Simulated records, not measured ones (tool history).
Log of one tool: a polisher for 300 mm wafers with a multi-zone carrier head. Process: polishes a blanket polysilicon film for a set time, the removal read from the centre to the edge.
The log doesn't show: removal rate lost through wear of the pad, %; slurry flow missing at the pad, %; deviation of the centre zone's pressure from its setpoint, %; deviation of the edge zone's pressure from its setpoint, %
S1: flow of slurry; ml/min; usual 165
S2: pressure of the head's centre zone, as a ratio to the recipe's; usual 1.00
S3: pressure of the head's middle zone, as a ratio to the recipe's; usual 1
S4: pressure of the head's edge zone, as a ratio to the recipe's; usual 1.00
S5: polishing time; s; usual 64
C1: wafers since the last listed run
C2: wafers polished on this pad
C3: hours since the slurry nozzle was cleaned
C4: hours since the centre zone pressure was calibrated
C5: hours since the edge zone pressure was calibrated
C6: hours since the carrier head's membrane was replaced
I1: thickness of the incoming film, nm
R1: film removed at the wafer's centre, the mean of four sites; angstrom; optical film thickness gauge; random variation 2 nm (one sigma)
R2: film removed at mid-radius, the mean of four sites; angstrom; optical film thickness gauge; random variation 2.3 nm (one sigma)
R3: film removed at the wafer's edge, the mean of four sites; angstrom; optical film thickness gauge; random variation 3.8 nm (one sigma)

{"run": 1, "hour": 0.0, "S1": 125, "S2": 1.02, "S3": 1, "S4": 1.0, "S5": 64, "C1": 0, "C2": 165, "C3": 280.7, "C4": 295.1, "C5": 605.9, "C6": 88.6, "I1": 2290.5, "R1": 2568, "R2": 2521, "R3": 2607}
{"run": 2, "hour": 93.7, "S1": 125, "S2": 1.02, "S3": 1, "S4": 1.0, "S5": 64, "C1": 950, "C2": 1116, "C3": 374.4, "C4": 388.8, "C5": 699.6, "C6": 182.3, "I1": 2282.3, "R1": 2598, "R2": 2522, "R3": 2642}
{"hour": 122.9, "done": "slurry nozzle cleaned"}
{"run": 3, "hour": 163.4, "S1": 125, "S2": 1.02, "S3": 1, "S4": 1.0, "S5": 64, "C1": 697, "C2": 1813, "C3": 40.5, "C4": 458.5, "C5": 769.3, "C6": 252.0, "I1": 2278.2, "R1": 2672, "R2": 2554, "R3": 2680}
{"run": 4, "hour": 237.2, "S1": 210, "S2": 1.0, "S3": 1, "S4": 0.91, "S5": 64, "C1": 748, "C2": 2562, "C3": 114.3, "C4": 532.3, "C5": 843.1, "C6": 325.8, "I1": 2272.2, "R1": 2813, "R2": 2800, "R3": 2701}
{"hour": 257.4, "done": "worn pad replaced by a new one"}
{"run": 5, "hour": 314.6, "S1": 210, "S2": 1.0, "S3": 1, "S4": 0.91, "S5": 64, "C1": 744, "C2": 580, "C3": 191.7, "C4": 609.7, "C5": 920.5, "C6": 403.2, "I1": 2284.8, "R1": 2820, "R2": 2729, "R3": 2748}
{"hour": 352.4, "done": "centre zone pressure recalibrated"}
{"run": 6, "hour": 363.9, "S1": 165, "S2": 1.03, "S3": 1, "S4": 1.0, "S5": 64, "C1": 479, "C2": 1060, "C3": 241.0, "C4": 11.5, "C5": 969.8, "C6": 452.5, "I1": 2273.7, "R1": 2823, "R2": 2609, "R3": 2721}
{"run": 7, "hour": 423.1, "S1": 165, "S2": 1.03, "S3": 1, "S4": 1.0, "S5": 64, "C1": 600, "C2": 1661, "C3": 300.2, "C4": 70.7, "C5": 1029.0, "C6": 511.7, "I1": 2315.1, "R1": 2804, "R2": 2615, "R3": 2622}
{"run": 8, "hour": 490.1, "S1": 165, "S2": 1.0, "S3": 1, "S4": 1.0, "S5": 64, "C1": 679, "C2": 2340, "C3": 367.2, "C4": 137.7, "C5": 1096.0, "C6": 578.7, "I1": 2308.0, "R1": 2679, "R2": 2650, "R3": 2659}
{"hour": 522.3, "done": "worn pad replaced by a new one"}
{"hour": 536.2, "done": "slurry nozzle cleaned"}
{"run": 9, "hour": 578.3, "S1": 165, "S2": 1.0, "S3": 1, "S4": 1.0, "S5": 64, "C1": 844, "C2": 558, "C3": 42.1, "C4": 225.9, "C5": 1184.2, "C6": 666.9, "I1": 2314.6, "R1": 2764, "R2": 2669, "R3": 2685}
{"hour": 661.5, "done": "carrier head's membrane replaced by a new one"}
{"run": 10, "hour": 670.4, "S1": 165, "S2": 1.0, "S3": 1, "S4": 1.0, "S5": 64, "C1": 883, "C2": 1441, "C3": 134.2, "C4": 318.0, "C5": 1276.3, "C6": 8.9, "I1": 2293.5, "R1": 2714, "R2": 2637, "R3": 2733}
{"run": 11, "hour": 733.8, "S1": 165, "S2": 1.0, "S3": 1, "S4": 1.0, "S5": 64, "C1": 643, "C2": 2085, "C3": 197.6, "C4": 381.4, "C5": 1339.7, "C6": 72.3, "I1": 2301.3, "R1": 2717, "R2": 2634, "R3": 2764}
{"run": 12, "hour": 799.9, "S1": 135, "S2": 1.03, "S3": 1, "S4": 1.0, "S5": 64, "C1": 670, "C2": 2755, "C3": 263.7, "C4": 447.5, "C5": 1405.8, "C6": 138.4, "I1": 2300.6, "R1": 2667, "R2": 2495, "R3": 2592}
{"hour": 832.1, "done": "edge zone pressure recalibrated"}
{"hour": 850.2, "done": "worn pad replaced by a new one"}
{"run": 13, "hour": 897.7, "S1": 165, "S2": 1.0, "S3": 1, "S4": 1.0, "S5": 64, "C1": 931, "C2": 481, "C3": 361.5, "C4": 545.3, "C5": 65.6, "C6": 236.2, "I1": 2334.8, "R1": 2684, "R2": 2629, "R3": 2714}
{"hour": 972.1, "done": "slurry nozzle cleaned"}
{"hour": 998.2, "done": "centre zone pressure recalibrated"}
{"run": 14, "hour": 998.7, "S1": 205, "S2": 1.0, "S3": 1, "S4": 1.0, "S5": 78, "C1": 994, "C2": 1476, "C3": 26.6, "C4": 0.5, "C5": 166.6, "C6": 337.2, "I1": 2304.9, "R1": 3478, "R2": 3462, "R3": 3456}
{"run": 15, "hour": 1043.2, "S1": 165, "S2": 1.0, "S3": 1, "S4": 1.0, "S5": 56, "C1": 451, "C2": 1927, "C3": 71.1, "C4": 45.0, "C5": 211.1, "C6": 381.7, "I1": 2311.1, "R1": 2409, "R2": 2354, "R3": 2435}
{"run": 16, "hour": 1091.4, "S1": 110, "S2": 1.0, "S3": 1, "S4": 1.0, "S5": 64, "C1": 489, "C2": 2416, "C3": 119.3, "C4": 93.2, "C5": 259.3, "C6": 429.9, "I1": 2309.9, "R1": 2548, "R2": 2475, "R3": 2512}
{"hour": 1119.7, "done": "worn pad replaced by a new one"}
{"run": 17, "hour": 1187.7, "S1": 165, "S2": 0.94, "S3": 1, "S4": 1.0, "S5": 64, "C1": 936, "C2": 690, "C3": 215.6, "C4": 189.5, "C5": 355.6, "C6": 526.2, "I1": 2284.5, "R1": 2568, "R2": 2665, "R3": 2705}
{"run": 18, "hour": 1224.2, "S1": 165, "S2": 1.07, "S3": 1, "S4": 1.0, "S5": 50, "C1": 370, "C2": 1060, "C3": 252.1, "C4": 226.0, "C5": 392.1, "C6": 562.7, "I1": 2279.1, "R1": 2259, "R2": 2067, "R3": 2081}
{"run": 19, "hour": 1264.7, "S1": 165, "S2": 1.0, "S3": 1, "S4": 1.0, "S5": 64, "C1": 410, "C2": 1471, "C3": 292.6, "C4": 266.5, "C5": 432.6, "C6": 603.2, "I1": 2276.8, "R1": 2714, "R2": 2610, "R3": 2747}
{"run": 20, "hour": 1312.7, "S1": 165, "S2": 1.0, "S3": 1, "S4": 1.11, "S5": 44, "C1": 487, "C2": 1958, "C3": 340.6, "C4": 314.5, "C5": 480.6, "C6": 651.2, "I1": 2310.7, "R1": 1877, "R2": 1796, "R3": 1958}
{"hour": 1322.0, "done": "carrier head's membrane replaced by a new one"}
{"hour": 1348.1, "done": "slurry nozzle cleaned"}
{"hour": 1378.2, "done": "worn pad replaced by a new one"}
{"run": 21, "hour": 1412.5, "S1": 165, "S2": 1.0, "S3": 1, "S4": 1.0, "S5": 64, "C1": 911, "C2": 348, "C3": 64.4, "C4": 414.3, "C5": 580.4, "C6": 90.5, "I1": 2327.9, "R1": 2770, "R2": 2711, "R3": 2708}
{"run": 22, "hour": 1515.5, "S1": 210, "S2": 1.0, "S3": 1, "S4": 1.0, "S5": 64, "C1": 1045, "C2": 1393, "C3": 167.4, "C4": 517.3, "C5": 683.4, "C6": 193.5, "I1": 2301.1, "R1": 2814, "R2": 2772, "R3": 2836}

3 ways to go on from here, each from the tool as it stands after run 22. What would each give?
{"run": "A", "hour": 1515.9, "S1": 165, "S2": 1.0, "S3": 1, "S4": 1.0, "S5": 64, "C1": 4, "C2": 1397, "C3": 167.8, "C4": 517.7, "C5": 683.8, "C6": 193.9, "I1": 2272.7, "R1": "?", "R2": "?", "R3": "?"}
{"run": "B", "hour": 1515.9, "S1": 165, "S2": 1.11, "S3": 1, "S4": 1.0, "S5": 56, "C1": 4, "C2": 1397, "C3": 167.8, "C4": 517.7, "C5": 683.8, "C6": 193.9, "I1": 2272.7, "R1": "?", "R2": "?", "R3": "?"}
{"run": "C", "hour": 1515.9, "S1": 165, "S2": 1.0, "S3": 1, "S4": 0.89, "S5": 64, "C1": 4, "C2": 1397, "C3": 167.8, "C4": 517.7, "C5": 683.8, "C6": 193.9, "I1": 2272.7, "R1": "?", "R2": "?", "R3": "?"}

run=A R1=2724 R2=2671 R3=2805
run=B R1=2648 R2=2336 R3=2454
run=C R1=2724 R2=2671 R3=2683
Without the tool's hidden state the same runs would have given:
run=A R1=2801 R2=2738 R3=2855
run=B R1=2722 R2=2394 R3=2498
run=C R1=2801 R2=2738 R3=2731
